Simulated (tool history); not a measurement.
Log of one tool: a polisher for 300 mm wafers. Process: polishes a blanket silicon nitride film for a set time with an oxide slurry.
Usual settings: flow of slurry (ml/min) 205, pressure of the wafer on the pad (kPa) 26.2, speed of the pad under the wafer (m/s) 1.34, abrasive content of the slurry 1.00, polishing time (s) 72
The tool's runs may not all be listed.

run	hour	flow of slurry (ml/min)	pressure of the wafer on the pad (kPa)	speed of the pad under the wafer (m/s)	abrasive content of the slurry	polishing time (s)	wafers since the last listed run	wafers polished on this pad	hours since the slurry nozzle was cleaned	hours since the head pressure was calibrated	hours since the slurry blender was calibrated	hours since the conditioning disc was replaced	incoming thickness of the incoming film, nm	film removed (angstrom)
1	0.0	205	26.2	1.02	1.00	72	0	420	544.8	450.7	53.3	123.3	402.6	475
2	17.9	205	26.2	1.34	1.00	72	172	593	562.7	468.6	71.2	141.2	396.9	529
3	33.6	205	26.2	1.34	1.00	72	151	744	578.4	484.3	86.9	156.9	398.0	519
# hour 43.7: worn pad replaced by a new one
4	45.1	205	26.2	1.34	1.00	72	72	13	589.9	495.8	98.4	168.4	401.4	572
5	52.5	205	26.2	1.34	1.00	72	71	84	597.3	503.2	105.8	175.8	406.4	557
# hour 60.9: slurry blender recalibrated
6	68.6	205	29.6	1.34	1.00	72	135	220	613.4	519.3	7.7	191.9	399.4	608
7	77.6	205	26.2	1.34	1.00	72	86	307	622.4	528.3	16.7	200.9	392.6	549
8	86.4	205	26.2	1.34	1.00	72	84	392	631.2	537.1	25.5	209.7	394.9	536
9	96.0	205	26.2	1.34	0.90	72	92	485	640.8	546.7	35.1	219.3	397.2	518
10	105.4	205	26.2	1.34	0.90	72	90	575	650.2	556.1	44.5	228.7	398.8	512
11	116.8	205	26.2	1.34	0.90	72	109	685	661.6	567.5	55.9	240.1	407.2	503
12	128.2	205	17.9	1.08	1.20	72	109	795	673.0	578.9	67.3	251.5	398.0	385
# hour 140.3: worn pad replaced by a new one
13	140.8	250	24.1	1.34	1.25	58	82	4	685.6	591.5	79.9	264.1	396.5	474
14	154.8	205	21.4	1.34	1.00	89	135	139	699.6	605.5	93.9	278.1	401.4	599
15	164.7	205	26.2	1.34	1.00	72	95	235	709.5	615.4	103.8	288.0	408.2	551
16	171.9	205	26.2	1.58	1.00	66	69	304	716.7	622.6	111.0	295.2	400.2	545
# hour 174.9: head pressure recalibrated
17	181.4	205	22.8	1.34	0.90	72	72	376	726.2	6.5	120.5	304.7	401.0	475
# hour 183.7: slurry blender recalibrated
18	191.5	235	26.2	1.34	1.00	72	78	455	736.3	16.6	7.8	314.8	398.7	540
# hour 198.2: slurry nozzle cleaned
19	206.0	250	26.2	1.16	1.00	72	130	585	7.8	31.1	22.3	329.3	396.9	495
# hour 210.5: conditioning disc replaced and pad reconditioned
20	213.3	205	26.2	1.34	0.70	72	51	636	15.1	38.4	29.6	2.8	399.4	470
# hour 220.7: worn pad replaced by a new one
21	230.0	205	26.2	1.34	1.00	90	122	89	31.8	55.1	46.3	19.5	395.5	706
22	238.4	205	26.2	1.34	1.00	72	81	170	40.2	63.5	54.7	27.9	399.0	561
23	246.0	150	31.0	1.34	1.00	63	73	244	47.8	71.1	62.3	35.5	397.1	519
24	263.1	150	31.0	1.34	1.00	63	164	409	64.9	88.2	79.4	52.6	402.3	514
25	282.6	205	26.2	1.34	1.00	94	188	597	84.4	107.7	98.9	72.1	401.4	689
26	296.6	140	26.2	1.14	0.80	85	135	732	98.4	121.7	112.9	86.1	405.7	498
27	305.9	205	23.4	0.92	1.00	79	89	821	107.7	131.0	122.2	95.4	396.7	436

Forecast each of these 3 alternatives for the next run:
A	306.3	205	26.2	1.34	1.00	72	3	825	108.1	131.4	122.6	95.8	406.8	?
B	306.3	205	24.1	1.34	1.00	72	3	825	108.1	131.4	122.6	95.8	406.8	?
C	306.3	205	23.4	1.34	1.00	66	3	825	108.1	131.4	122.6	95.8	406.8	?

run	film removed (angstrom)
A	508
B	479
C	431
Without the tool's hidden state the same runs would have given:
run	film removed (angstrom)
A	569
B	537
C	482

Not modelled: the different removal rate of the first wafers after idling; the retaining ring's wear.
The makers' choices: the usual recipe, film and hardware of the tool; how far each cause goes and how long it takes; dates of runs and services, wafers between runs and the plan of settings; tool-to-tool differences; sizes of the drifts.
